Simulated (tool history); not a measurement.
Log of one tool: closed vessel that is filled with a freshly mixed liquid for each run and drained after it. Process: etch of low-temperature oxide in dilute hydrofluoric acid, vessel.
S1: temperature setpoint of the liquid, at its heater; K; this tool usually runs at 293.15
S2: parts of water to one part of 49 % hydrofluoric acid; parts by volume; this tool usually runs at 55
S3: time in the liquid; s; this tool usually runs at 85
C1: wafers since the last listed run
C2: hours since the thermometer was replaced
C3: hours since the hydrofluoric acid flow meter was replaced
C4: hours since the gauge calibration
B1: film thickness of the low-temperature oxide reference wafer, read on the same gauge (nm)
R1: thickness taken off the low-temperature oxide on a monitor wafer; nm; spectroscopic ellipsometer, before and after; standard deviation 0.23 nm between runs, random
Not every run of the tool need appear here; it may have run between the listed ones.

{"run": 1, "hour": 0.0, "S1": 293.15, "S2": 55, "S3": 85, "C1": 0, "C2": 1635.5, "C3": 353.1, "C4": 450.5, "B1": 99.97, "R1": 32.09}
{"run": 2, "hour": 39.5, "S1": 293.15, "S2": 55, "S3": 85, "C1": 3934, "C2": 1675, "C3": 392.6, "C4": 490, "B1": 100.05, "R1": 31.54}
{"run": 3, "hour": 98.8, "S1": 293.15, "S2": 55, "S3": 85, "C1": 5906, "C2": 1734.3, "C3": 451.9, "C4": 549.3, "B1": 100.04, "R1": 32.41}
{"run": 4, "hour": 124.1, "S1": 293.15, "S2": 55, "S3": 85, "C1": 2519, "C2": 1759.6, "C3": 477.2, "C4": 574.6, "B1": 100.02, "R1": 32.2}
{"run": 5, "hour": 191.4, "S1": 293.15, "S2": 55, "S3": 85, "C1": 6702, "C2": 1826.9, "C3": 544.5, "C4": 641.9, "B1": 100.01, "R1": 31.69}
{"run": 6, "hour": 217.8, "S1": 293.15, "S2": 55, "S3": 85, "C1": 2629, "C2": 1853.3, "C3": 570.9, "C4": 668.3, "B1": 99.97, "R1": 31.86}
{"run": 7, "hour": 273.9, "S1": 294.15, "S2": 55, "S3": 85, "C1": 5587, "C2": 1909.4, "C3": 627, "C4": 724.4, "B1": 100.04, "R1": 33.6}
{"run": 8, "hour": 341.0, "S1": 293.15, "S2": 40, "S3": 85, "C1": 6682, "C2": 1976.5, "C3": 694.1, "C4": 791.5, "B1": 100.01, "R1": 45.34}
{"run": 9, "hour": 379.0, "S1": 293.15, "S2": 40, "S3": 85, "C1": 3784, "C2": 2014.5, "C3": 732.1, "C4": 829.5, "B1": 100, "R1": 45.58}
{"run": 10, "hour": 446.0, "S1": 293.15, "S2": 40, "S3": 85, "C1": 6673, "C2": 2081.5, "C3": 799.1, "C4": 896.5, "B1": 100.02, "R1": 45.21}
{"hour": 460.7, "done": "gauge calibrated"}
{"run": 11, "hour": 487.0, "S1": 291.65, "S2": 55, "S3": 85, "C1": 4083, "C2": 2122.5, "C3": 840.1, "C4": 26.3, "B1": 100.06, "R1": 30.81}
{"run": 12, "hour": 542.1, "S1": 291.65, "S2": 55, "S3": 85, "C1": 5487, "C2": 2177.6, "C3": 895.2, "C4": 81.4, "B1": 100.02, "R1": 30.67}
{"hour": 567.9, "done": "hydrofluoric acid flow meter replaced"}
{"run": 13, "hour": 608.1, "S1": 291.65, "S2": 55, "S3": 85, "C1": 6473, "C2": 2243.6, "C3": 40.2, "C4": 147.4, "B1": 100.01, "R1": 30.37}
{"run": 14, "hour": 670.0, "S1": 290.15, "S2": 30, "S3": 125, "C1": 6165, "C2": 2305.5, "C3": 102.1, "C4": 209.3, "B1": 99.95, "R1": 80.14}
{"run": 15, "hour": 730.2, "S1": 293.15, "S2": 55, "S3": 60, "C1": 5995, "C2": 2365.7, "C3": 162.3, "C4": 269.5, "B1": 100.03, "R1": 23.06}
{"run": 16, "hour": 914.6, "S1": 293.15, "S2": 30, "S3": 85, "C1": 18365, "C2": 2550.1, "C3": 346.7, "C4": 453.9, "B1": 100, "R1": 63.07}
{"hour": 920.0, "done": "thermometer replaced"}
{"run": 17, "hour": 938.8, "S1": 293.15, "S2": 55, "S3": 85, "C1": 2310, "C2": 18.8, "C3": 370.9, "C4": 478.1, "B1": 99.98, "R1": 29.81}
{"run": 18, "hour": 976.5, "S1": 293.15, "S2": 55, "S3": 85, "C1": 3754, "C2": 56.5, "C3": 408.6, "C4": 515.8, "B1": 99.99, "R1": 29.87}
{"run": 19, "hour": 1141.9, "S1": 290.15, "S2": 55, "S3": 130, "C1": 16473, "C2": 221.9, "C3": 574, "C4": 681.2, "B1": 100.02, "R1": 39.98}
{"run": 20, "hour": 1190.1, "S1": 293.15, "S2": 75, "S3": 40, "C1": 4800, "C2": 270.1, "C3": 622.2, "C4": 729.4, "B1": 99.98, "R1": 9.99}
{"run": 21, "hour": 1248.4, "S1": 293.15, "S2": 25, "S3": 65, "C1": 5806, "C2": 328.4, "C3": 680.5, "C4": 787.7, "B1": 100, "R1": 52.19}
{"run": 22, "hour": 1295.7, "S1": 298.15, "S2": 40, "S3": 50, "C1": 4710, "C2": 375.7, "C3": 727.8, "C4": 835, "B1": 100, "R1": 30.49}
{"run": 23, "hour": 1366.6, "S1": 295.65, "S2": 55, "S3": 45, "C1": 7061, "C2": 446.6, "C3": 798.7, "C4": 905.9, "B1": 99.99, "R1": 17.68}
{"run": 24, "hour": 1406.9, "S1": 293.15, "S2": 70, "S3": 45, "C1": 4013, "C2": 486.9, "C3": 839, "C4": 946.2, "B1": 100.03, "R1": 12.24}
{"run": 25, "hour": 1441.6, "S1": 294.65, "S2": 70, "S3": 65, "C1": 3456, "C2": 521.6, "C3": 873.7, "C4": 980.9, "B1": 100.01, "R1": 19.08}
{"run": 26, "hour": 1473.1, "S1": 293.15, "S2": 75, "S3": 40, "C1": 3137, "C2": 553.1, "C3": 905.2, "C4": 1012.4, "B1": 100.02, "R1": 10.18}

4 ways to go on from here, each from the tool as it stands after run 26. What would each give?
{"run": "A", "hour": 1473.8, "S1": 293.15, "S2": 55, "S3": 85, "C1": 69, "C2": 553.8, "C3": 905.9, "C4": 1013.1, "B1": "?", "R1": "?"}
{"run": "B", "hour": 1473.8, "S1": 295.65, "S2": 55, "S3": 125, "C1": 69, "C2": 553.8, "C3": 905.9, "C4": 1013.1, "B1": "?", "R1": "?"}
{"run": "C", "hour": 1473.8, "S1": 295.15, "S2": 55, "S3": 85, "C1": 69, "C2": 553.8, "C3": 905.9, "C4": 1013.1, "B1": "?", "R1": "?"}
{"run": "D", "hour": 1473.8, "S1": 295.15, "S2": 65, "S3": 70, "C1": 69, "C2": 553.8, "C3": 905.9, "C4": 1013.1, "B1": "?", "R1": "?"}

run=A B1=99.99 R1=30.48
run=B B1=99.99 R1=49.75
run=C B1=99.99 R1=33.14
run=D B1=99.99 R1=22.8
With no hidden state in the tool, these same runs would have given:
run=A R1=29.68
run=B R1=48.47
run=C R1=32.28
run=D R1=22.22
